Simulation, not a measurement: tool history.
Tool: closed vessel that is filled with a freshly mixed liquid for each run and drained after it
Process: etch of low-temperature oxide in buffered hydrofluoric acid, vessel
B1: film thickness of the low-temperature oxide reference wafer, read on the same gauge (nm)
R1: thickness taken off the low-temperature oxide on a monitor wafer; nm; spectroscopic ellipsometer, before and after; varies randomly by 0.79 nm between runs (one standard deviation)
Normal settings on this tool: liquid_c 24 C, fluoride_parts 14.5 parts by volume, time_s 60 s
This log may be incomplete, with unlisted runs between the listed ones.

{"run": 1, "hour": 0.0, "liquid_c": 24, "fluoride_parts": 14.5, "time_s": 60, "B1": 140, "R1": 111.61}
{"run": 2, "hour": 31.4, "liquid_c": 24, "fluoride_parts": 14.5, "time_s": 60, "B1": 140, "R1": 108.83}
{"run": 3, "hour": 50.9, "liquid_c": 24, "fluoride_parts": 14.5, "time_s": 60, "B1": 140.01, "R1": 108.95}
{"run": 4, "hour": 80.1, "liquid_c": 24, "fluoride_parts": 14.5, "time_s": 60, "B1": 140, "R1": 109.42}
{"hour": 111.7, "done": "thermometer replaced"}
{"hour": 113.6, "done": "gauge calibrated"}
{"run": 5, "hour": 138.0, "liquid_c": 24, "fluoride_parts": 14.5, "time_s": 60, "B1": 139.98, "R1": 125.78}
{"run": 6, "hour": 161.2, "liquid_c": 24, "fluoride_parts": 19, "time_s": 75, "B1": 140.01, "R1": 120.1}
{"run": 7, "hour": 178.1, "liquid_c": 24, "fluoride_parts": 19, "time_s": 75, "B1": 140, "R1": 119.38}
{"run": 8, "hour": 196.6, "liquid_c": 24, "fluoride_parts": 9.5, "time_s": 80, "B1": 139.98, "R1": 249.03}
{"hour": 200.8, "done": "hydrofluoric acid flow meter replaced"}
{"run": 9, "hour": 231.4, "liquid_c": 19.5, "fluoride_parts": 14.5, "time_s": 60, "B1": 140, "R1": 96.78}
{"run": 10, "hour": 248.2, "liquid_c": 26.5, "fluoride_parts": 9.5, "time_s": 60, "B1": 140.01, "R1": 211.19}
{"run": 11, "hour": 262.3, "liquid_c": 24, "fluoride_parts": 14.5, "time_s": 60, "B1": 140, "R1": 122.25}
{"run": 12, "hour": 281.7, "liquid_c": 24, "fluoride_parts": 14.5, "time_s": 40, "B1": 140, "R1": 82.31}
{"run": 13, "hour": 303.2, "liquid_c": 24, "fluoride_parts": 14.5, "time_s": 50, "B1": 140, "R1": 101.87}
{"run": 14, "hour": 335.4, "liquid_c": 24, "fluoride_parts": 14.5, "time_s": 60, "B1": 140.01, "R1": 122.46}

The tool's hidden state at each run:
hydrofluoric acid flow below the setpoint (%): 0 on each run
gauge reads high (%): 0 on each run
H1: liquid colder than its thermometer reads (K)
run=1 H1=2.47
run=2 H1=2.54
run=3 H1=2.58
run=4 H1=2.65
run=5 H1=0.147
run=6 H1=0.201
run=7 H1=0.24
run=8 H1=0.283
run=9 H1=0.365
run=10 H1=0.404
run=11 H1=0.437
run=12 H1=0.482
run=13 H1=0.532
run=14 H1=0.607

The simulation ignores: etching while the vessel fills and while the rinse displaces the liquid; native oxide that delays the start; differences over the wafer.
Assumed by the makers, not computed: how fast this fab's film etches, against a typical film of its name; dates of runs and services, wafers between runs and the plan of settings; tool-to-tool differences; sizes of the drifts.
